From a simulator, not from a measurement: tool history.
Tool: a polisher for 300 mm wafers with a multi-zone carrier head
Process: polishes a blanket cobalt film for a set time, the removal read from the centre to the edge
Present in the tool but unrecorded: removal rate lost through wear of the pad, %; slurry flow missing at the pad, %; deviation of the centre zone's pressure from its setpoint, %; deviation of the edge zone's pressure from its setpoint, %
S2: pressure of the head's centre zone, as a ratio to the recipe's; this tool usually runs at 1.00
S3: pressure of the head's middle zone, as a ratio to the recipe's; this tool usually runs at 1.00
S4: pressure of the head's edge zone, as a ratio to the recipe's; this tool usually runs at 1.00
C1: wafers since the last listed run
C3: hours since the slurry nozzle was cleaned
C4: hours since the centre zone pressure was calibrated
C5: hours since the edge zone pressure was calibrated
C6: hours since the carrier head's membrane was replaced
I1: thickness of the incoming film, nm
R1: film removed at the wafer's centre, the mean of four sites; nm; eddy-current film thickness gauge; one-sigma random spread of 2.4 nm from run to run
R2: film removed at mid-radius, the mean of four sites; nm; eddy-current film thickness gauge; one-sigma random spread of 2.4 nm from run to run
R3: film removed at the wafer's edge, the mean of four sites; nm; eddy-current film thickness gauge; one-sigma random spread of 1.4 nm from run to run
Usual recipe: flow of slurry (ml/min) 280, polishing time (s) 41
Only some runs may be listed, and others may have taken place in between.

{"run": 1, "hour": 0.0, "flow of slurry (ml/min)": 280, "S2": 1.0, "S3": 1.0, "S4": 1.0, "polishing time (s)": 41, "C1": 0, "wafers polished on this pad": 1910, "C3": 559.5, "C4": 83.7, "C5": 214.0, "C6": 1027.8, "I1": 771.1, "R1": 173.9, "R2": 163.3, "R3": 172.7}
{"run": 2, "hour": 38.3, "flow of slurry (ml/min)": 280, "S2": 1.0, "S3": 1.03, "S4": 0.97, "polishing time (s)": 41, "C1": 557, "wafers polished on this pad": 2467, "C3": 597.8, "C4": 122.0, "C5": 252.3, "C6": 1066.1, "I1": 770.1, "R1": 178.9, "R2": 173.7, "R3": 168.8}
{"hour": 100.4, "done": "worn pad replaced by a new one"}
{"run": 3, "hour": 116.3, "flow of slurry (ml/min)": 280, "S2": 1.0, "S3": 1.0, "S4": 1.0, "polishing time (s)": 41, "C1": 1077, "wafers polished on this pad": 231, "C3": 675.8, "C4": 200.0, "C5": 330.3, "C6": 1144.1, "I1": 756.1, "R1": 178.1, "R2": 171.6, "R3": 169.9}
{"run": 4, "hour": 177.3, "flow of slurry (ml/min)": 280, "S2": 1.0, "S3": 1.0, "S4": 1.0, "polishing time (s)": 41, "C1": 887, "wafers polished on this pad": 1119, "C3": 736.8, "C4": 261.0, "C5": 391.3, "C6": 1205.1, "I1": 770.7, "R1": 186.3, "R2": 167.9, "R3": 171.4}
{"hour": 187.4, "done": "slurry nozzle cleaned"}
{"run": 5, "hour": 222.9, "flow of slurry (ml/min)": 280, "S2": 1.0, "S3": 1.0, "S4": 1.0, "polishing time (s)": 41, "C1": 649, "wafers polished on this pad": 1768, "C3": 35.5, "C4": 306.6, "C5": 436.9, "C6": 1250.7, "I1": 763.2, "R1": 181.5, "R2": 168.2, "R3": 173.9}
{"hour": 237.9, "done": "edge zone pressure recalibrated"}
{"run": 6, "hour": 291.5, "flow of slurry (ml/min)": 280, "S2": 1.0, "S3": 1.0, "S4": 1.0, "polishing time (s)": 41, "C1": 969, "wafers polished on this pad": 2737, "C3": 104.1, "C4": 375.2, "C5": 53.6, "C6": 1319.3, "I1": 778.2, "R1": 190.0, "R2": 173.3, "R3": 169.8}
{"hour": 345.9, "done": "worn pad replaced by a new one"}
{"run": 7, "hour": 380.1, "flow of slurry (ml/min)": 280, "S2": 1.0, "S3": 1.0, "S4": 0.91, "polishing time (s)": 41, "C1": 1231, "wafers polished on this pad": 497, "C3": 192.7, "C4": 463.8, "C5": 142.2, "C6": 1407.9, "I1": 787.5, "R1": 183.3, "R2": 167.9, "R3": 167.1}
{"hour": 425.2, "done": "centre zone pressure recalibrated"}
{"run": 8, "hour": 433.3, "flow of slurry (ml/min)": 280, "S2": 1.0, "S3": 1.0, "S4": 1.0, "polishing time (s)": 41, "C1": 745, "wafers polished on this pad": 1243, "C3": 245.9, "C4": 8.1, "C5": 195.4, "C6": 1461.1, "I1": 759.0, "R1": 172.3, "R2": 172.2, "R3": 170.9}
{"hour": 471.5, "done": "carrier head's membrane replaced by a new one"}
{"run": 9, "hour": 518.7, "flow of slurry (ml/min)": 280, "S2": 1.0, "S3": 1.0, "S4": 1.0, "polishing time (s)": 41, "C1": 1170, "wafers polished on this pad": 2413, "C3": 331.3, "C4": 93.5, "C5": 280.8, "C6": 47.2, "I1": 759.5, "R1": 177.8, "R2": 169.2, "R3": 172.1}
{"run": 10, "hour": 610.3, "flow of slurry (ml/min)": 335, "S2": 0.94, "S3": 1.1, "S4": 0.91, "polishing time (s)": 41, "C1": 1333, "wafers polished on this pad": 3746, "C3": 422.9, "C4": 185.1, "C5": 372.4, "C6": 138.8, "I1": 774.1, "R1": 173.2, "R2": 183.9, "R3": 166.5}
{"hour": 616.3, "done": "worn pad replaced by a new one"}
{"run": 11, "hour": 666.6, "flow of slurry (ml/min)": 280, "S2": 0.95, "S3": 1.0, "S4": 1.0, "polishing time (s)": 41, "C1": 761, "wafers polished on this pad": 732, "C3": 479.2, "C4": 241.4, "C5": 428.7, "C6": 195.1, "I1": 767.5, "R1": 175.4, "R2": 168.3, "R3": 171.1}
{"run": 12, "hour": 757.4, "flow of slurry (ml/min)": 280, "S2": 1.0, "S3": 1.12, "S4": 1.0, "polishing time (s)": 41, "C1": 1321, "wafers polished on this pad": 2054, "C3": 570.0, "C4": 332.2, "C5": 519.5, "C6": 285.9, "I1": 754.3, "R1": 182.6, "R2": 186.5, "R3": 171.0}
{"hour": 769.7, "done": "edge zone pressure recalibrated"}
{"hour": 848.3, "done": "worn pad replaced by a new one"}
{"run": 13, "hour": 856.4, "flow of slurry (ml/min)": 280, "S2": 1.0, "S3": 1.0, "S4": 1.0, "polishing time (s)": 41, "C1": 1353, "wafers polished on this pad": 118, "C3": 669.0, "C4": 431.2, "C5": 86.7, "C6": 384.9, "I1": 764.8, "R1": 185.2, "R2": 170.4, "R3": 170.8}
{"hour": 862.7, "done": "slurry nozzle cleaned"}
{"hour": 1091.0, "done": "worn pad replaced by a new one"}
{"hour": 1096.7, "done": "centre zone pressure recalibrated"}
{"run": 14, "hour": 1134.3, "flow of slurry (ml/min)": 280, "S2": 1.0, "S3": 1.0, "S4": 1.0, "polishing time (s)": 35, "C1": 3943, "wafers polished on this pad": 600, "C3": 271.6, "C4": 37.6, "C5": 364.6, "C6": 662.8, "I1": 766.2, "R1": 149.4, "R2": 143.4, "R3": 147.4}
{"run": 15, "hour": 1192.7, "flow of slurry (ml/min)": 280, "S2": 1.0, "S3": 1.11, "S4": 1.03, "polishing time (s)": 36, "C1": 850, "wafers polished on this pad": 1450, "C3": 330.0, "C4": 96.0, "C5": 423.0, "C6": 721.2, "I1": 761.2, "R1": 152.7, "R2": 159.6, "R3": 152.3}

Predict each of these 5 candidate next runs independently; none follows another, all start after run 15:
{"run": "A", "hour": 1193.1, "flow of slurry (ml/min)": 280, "S2": 1.0, "S3": 1.0, "S4": 1.0, "polishing time (s)": 41, "C1": 5, "wafers polished on this pad": 1456, "C3": 330.4, "C4": 96.4, "C5": 423.4, "C6": 721.6, "I1": 768.3, "R1": "?", "R2": "?", "R3": "?"}
{"run": "B", "hour": 1193.1, "flow of slurry (ml/min)": 200, "S2": 1.0, "S3": 1.0, "S4": 1.0, "polishing time (s)": 54, "C1": 5, "wafers polished on this pad": 1456, "C3": 330.4, "C4": 96.4, "C5": 423.4, "C6": 721.6, "I1": 768.3, "R1": "?", "R2": "?", "R3": "?"}
{"run": "C", "hour": 1193.1, "flow of slurry (ml/min)": 280, "S2": 1.04, "S3": 1.0, "S4": 1.0, "polishing time (s)": 41, "C1": 5, "wafers polished on this pad": 1456, "C3": 330.4, "C4": 96.4, "C5": 423.4, "C6": 721.6, "I1": 768.3, "R1": "?", "R2": "?", "R3": "?"}
{"run": "D", "hour": 1193.1, "flow of slurry (ml/min)": 310, "S2": 1.11, "S3": 1.0, "S4": 0.95, "polishing time (s)": 29, "C1": 5, "wafers polished on this pad": 1456, "C3": 330.4, "C4": 96.4, "C5": 423.4, "C6": 721.6, "I1": 768.3, "R1": "?", "R2": "?", "R3": "?"}
{"run": "E", "hour": 1193.1, "flow of slurry (ml/min)": 340, "S2": 1.11, "S3": 1.0, "S4": 1.0, "polishing time (s)": 29, "C1": 5, "wafers polished on this pad": 1456, "C3": 330.4, "C4": 96.4, "C5": 423.4, "C6": 721.6, "I1": 768.3, "R1": "?", "R2": "?", "R3": "?"}

run=A R1=174.9 R2=173.1 R3=171.1
run=B R1=222.1 R2=220.6 R3=219.8
run=C R1=181.7 R2=173.0 R3=171.1
run=D R1=138.3 R2=123.4 R3=118.9
run=E R1=139.4 R2=124.3 R3=122.5
With no hidden state in the tool, these same runs would have given:
run=A R1=171.8 R2=173.1 R3=171.1
run=B R1=218.2 R2=220.6 R3=219.8
run=C R1=178.5 R2=173.0 R3=171.1
run=D R1=135.9 R2=123.4 R3=118.9
run=E R1=137.0 R2=124.3 R3=122.5
